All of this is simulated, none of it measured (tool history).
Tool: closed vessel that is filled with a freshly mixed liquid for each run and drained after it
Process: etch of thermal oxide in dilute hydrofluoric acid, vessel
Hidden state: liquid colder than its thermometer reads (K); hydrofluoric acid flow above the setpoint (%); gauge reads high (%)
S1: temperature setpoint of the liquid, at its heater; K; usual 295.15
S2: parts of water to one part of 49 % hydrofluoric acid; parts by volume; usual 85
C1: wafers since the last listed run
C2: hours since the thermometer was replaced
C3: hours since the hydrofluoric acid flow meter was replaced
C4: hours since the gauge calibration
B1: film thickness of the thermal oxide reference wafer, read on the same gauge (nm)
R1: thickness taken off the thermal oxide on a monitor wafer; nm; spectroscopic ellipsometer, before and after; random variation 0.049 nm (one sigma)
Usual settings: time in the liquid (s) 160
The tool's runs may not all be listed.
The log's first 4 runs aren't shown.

{"run": 5, "hour": 147.2, "S1": 294.15, "S2": 85, "time in the liquid (s)": 160, "C1": 3427, "C2": 1732.1, "C3": 719.5, "C4": 202.1, "B1": 79.04, "R1": 7.68}
{"run": 6, "hour": 193.5, "S1": 294.15, "S2": 85, "time in the liquid (s)": 160, "C1": 5833, "C2": 1778.4, "C3": 765.8, "C4": 248.4, "B1": 78.88, "R1": 7.78}
{"run": 7, "hour": 262.3, "S1": 295.15, "S2": 85, "time in the liquid (s)": 160, "C1": 8668, "C2": 1847.2, "C3": 834.6, "C4": 317.2, "B1": 78.68, "R1": 8.01}
{"run": 8, "hour": 305.7, "S1": 295.15, "S2": 85, "time in the liquid (s)": 160, "C1": 5468, "C2": 1890.6, "C3": 878, "C4": 360.6, "B1": 78.55, "R1": 7.99}
{"run": 9, "hour": 370.8, "S1": 295.15, "S2": 85, "time in the liquid (s)": 160, "C1": 8202, "C2": 1955.7, "C3": 943.1, "C4": 425.7, "B1": 78.33, "R1": 8.05}
{"run": 10, "hour": 422.6, "S1": 295.15, "S2": 85, "time in the liquid (s)": 160, "C1": 6526, "C2": 2007.5, "C3": 994.9, "C4": 477.5, "B1": 78.19, "R1": 8.05}
{"run": 11, "hour": 457.2, "S1": 295.15, "S2": 85, "time in the liquid (s)": 160, "C1": 4359, "C2": 2042.1, "C3": 1029.5, "C4": 512.1, "B1": 78.07, "R1": 8.04}
{"run": 12, "hour": 517.4, "S1": 295.15, "S2": 85, "time in the liquid (s)": 160, "C1": 7585, "C2": 2102.3, "C3": 1089.7, "C4": 572.3, "B1": 77.88, "R1": 7.96}
{"run": 13, "hour": 542.8, "S1": 296.65, "S2": 120, "time in the liquid (s)": 195, "C1": 3200, "C2": 2127.7, "C3": 1115.1, "C4": 597.7, "B1": 77.81, "R1": 7}
{"run": 14, "hour": 587.2, "S1": 295.15, "S2": 85, "time in the liquid (s)": 160, "C1": 5594, "C2": 2172.1, "C3": 1159.5, "C4": 642.1, "B1": 77.69, "R1": 7.96}
{"run": 15, "hour": 696.7, "S1": 295.15, "S2": 85, "time in the liquid (s)": 160, "C1": 13796, "C2": 2281.6, "C3": 1269, "C4": 751.6, "B1": 77.34, "R1": 7.85}
{"run": 16, "hour": 726.4, "S1": 295.15, "S2": 125, "time in the liquid (s)": 250, "C1": 3742, "C2": 2311.3, "C3": 1298.7, "C4": 781.3, "B1": 77.23, "R1": 7.98}
{"run": 17, "hour": 755.3, "S1": 299.15, "S2": 100, "time in the liquid (s)": 100, "C1": 3641, "C2": 2340.2, "C3": 1327.6, "C4": 810.2, "B1": 77.16, "R1": 4.85}
{"hour": 768.1, "done": "hydrofluoric acid flow meter replaced"}
{"run": 18, "hour": 793.2, "S1": 295.15, "S2": 50, "time in the liquid (s)": 160, "C1": 4649, "C2": 2378.1, "C3": 25.1, "C4": 848.1, "B1": 77.04, "R1": 14.22}
{"run": 19, "hour": 823.3, "S1": 295.15, "S2": 85, "time in the liquid (s)": 160, "C1": 3792, "C2": 2408.2, "C3": 55.2, "C4": 878.2, "B1": 76.93, "R1": 7.91}
{"run": 20, "hour": 868.5, "S1": 290.65, "S2": 60, "time in the liquid (s)": 160, "C1": 5695, "C2": 2453.4, "C3": 100.4, "C4": 923.4, "B1": 76.8, "R1": 9.55}
{"run": 21, "hour": 906.4, "S1": 300.15, "S2": 85, "time in the liquid (s)": 160, "C1": 4775, "C2": 2491.3, "C3": 138.3, "C4": 961.3, "B1": 76.63, "R1": 9.54}
{"run": 22, "hour": 932.2, "S1": 295.15, "S2": 105, "time in the liquid (s)": 95, "C1": 3250, "C2": 2517.1, "C3": 164.1, "C4": 987.1, "B1": 76.58, "R1": 3.71}
{"run": 23, "hour": 990.7, "S1": 295.15, "S2": 85, "time in the liquid (s)": 160, "C1": 7370, "C2": 2575.6, "C3": 222.6, "C4": 1045.6, "B1": 76.43, "R1": 7.86}
{"run": 24, "hour": 1026.0, "S1": 295.15, "S2": 70, "time in the liquid (s)": 160, "C1": 4447, "C2": 2610.9, "C3": 257.9, "C4": 1080.9, "B1": 76.3, "R1": 9.74}
{"run": 25, "hour": 1071.0, "S1": 295.15, "S2": 85, "time in the liquid (s)": 160, "C1": 5669, "C2": 2655.9, "C3": 302.9, "C4": 1125.9, "B1": 76.16, "R1": 7.71}

Run 26 comes next. What will it give?
{"hour": 1080.2, "done": "gauge calibrated"}
{"run": 26, "hour": 1128.7, "S1": 295.15, "S2": 85, "time in the liquid (s)": 160, "C1": 7270, "C2": 2713.6, "C3": 360.6, "C4": 48.5, "B1": "?", "R1": "?"}

B1: 79.34
R1: 8.03 nm
Without the tool's hidden state the same run would have given R1 8.09 nm.

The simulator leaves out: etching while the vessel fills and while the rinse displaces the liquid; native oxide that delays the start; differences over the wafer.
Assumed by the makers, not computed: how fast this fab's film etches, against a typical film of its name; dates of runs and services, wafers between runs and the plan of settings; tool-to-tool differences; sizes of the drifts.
